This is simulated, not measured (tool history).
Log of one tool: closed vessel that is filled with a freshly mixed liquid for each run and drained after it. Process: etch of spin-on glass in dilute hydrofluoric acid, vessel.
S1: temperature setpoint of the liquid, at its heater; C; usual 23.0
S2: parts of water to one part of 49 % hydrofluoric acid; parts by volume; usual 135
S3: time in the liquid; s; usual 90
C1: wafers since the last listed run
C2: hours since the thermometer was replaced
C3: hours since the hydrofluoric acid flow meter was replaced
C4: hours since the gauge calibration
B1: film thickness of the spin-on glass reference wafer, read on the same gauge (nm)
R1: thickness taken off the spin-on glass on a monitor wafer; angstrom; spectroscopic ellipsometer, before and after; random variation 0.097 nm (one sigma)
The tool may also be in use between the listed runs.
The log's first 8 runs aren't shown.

run,day,S1,S2,S3,C1,C2,C3,C4,B1,R1
9,14.500,23.0,135,90,1863,63.1,254.8,715.9,119.99,290.0
10,15.483,23.0,135,75,3119,86.7,278.4,739.5,120.02,241.8
11,16.100,23.0,135,90,1956,101.5,293.2,754.3,120.03,289.9
12,16.821,23.0,135,90,2286,118.8,310.5,771.6,119.98,289.1
# day 16.825: gauge calibrated
13,17.733,23.0,135,90,2894,140.7,332.4,21.8,119.99,289.9
14,18.342,23.0,135,90,1929,155.3,347.0,36.4,119.99,288.8
15,19.188,23.0,70,90,2683,175.6,367.3,56.7,119.98,604.6
16,20.258,25.5,170,130,3397,201.3,393.0,82.4,120.02,350.0
17,24.692,19.0,105,90,14065,307.7,499.4,188.8,120.01,324.5
# day 25.692: hydrofluoric acid flow meter replaced
18,25.712,23.0,165,145,3106,332.2,0.5,213.3,120.00,374.7
19,26.258,19.0,135,90,1731,345.3,13.6,226.4,120.02,249.8
20,27.542,23.0,135,90,4071,376.1,44.4,257.2,119.96,294.3
21,28.842,19.0,100,45,4124,407.3,75.6,288.4,120.01,174.7
22,29.417,23.0,195,90,1824,421.1,89.4,302.2,120.00,189.7
23,30.358,20.0,70,140,2987,443.7,112.0,324.8,120.00,835.3
24,31.654,23.0,135,90,4111,474.8,143.1,355.9,119.96,293.4
25,32.662,18.0,135,65,3199,499.0,167.3,380.1,119.97,171.8
26,33.221,23.0,180,45,1771,512.4,180.7,393.5,119.99,103.9
27,34.171,23.0,135,90,3013,535.2,203.5,416.3,120.00,293.2
28,38.592,24.5,135,65,14025,641.3,309.6,522.4,120.03,221.8
29,40.408,23.0,135,140,5763,684.9,353.2,566.0,120.00,448.0
30,41.783,23.0,135,90,4362,717.9,386.2,599.0,120.03,290.3
31,42.708,23.0,170,90,2934,740.1,408.4,621.2,120.02,221.4
# day 43.296: thermometer replaced
32,43.971,23.0,135,90,3873,16.2,438.7,651.5,120.05,289.2
33,44.525,23.0,135,90,1758,29.5,452.0,664.8,119.95,288.8

4 ways to go on from here, each from the tool as it stands after run 33. What would each give?
A,44.554,23.0,135,90,92,30.2,452.7,665.5,?,?
B,44.554,27.0,70,75,92,30.2,452.7,665.5,?,?
C,44.554,18.5,95,90,92,30.2,452.7,665.5,?,?
D,44.554,27.5,80,140,92,30.2,452.7,665.5,?,?

run,B1,R1
A,119.98,288.9
B,119.98,589.8
C,119.98,358.1
D,119.98,968.7
Without the tool's hidden state the same runs would have given:
run,R1
A,294.1
B,599.9
C,364.3
D,985.5
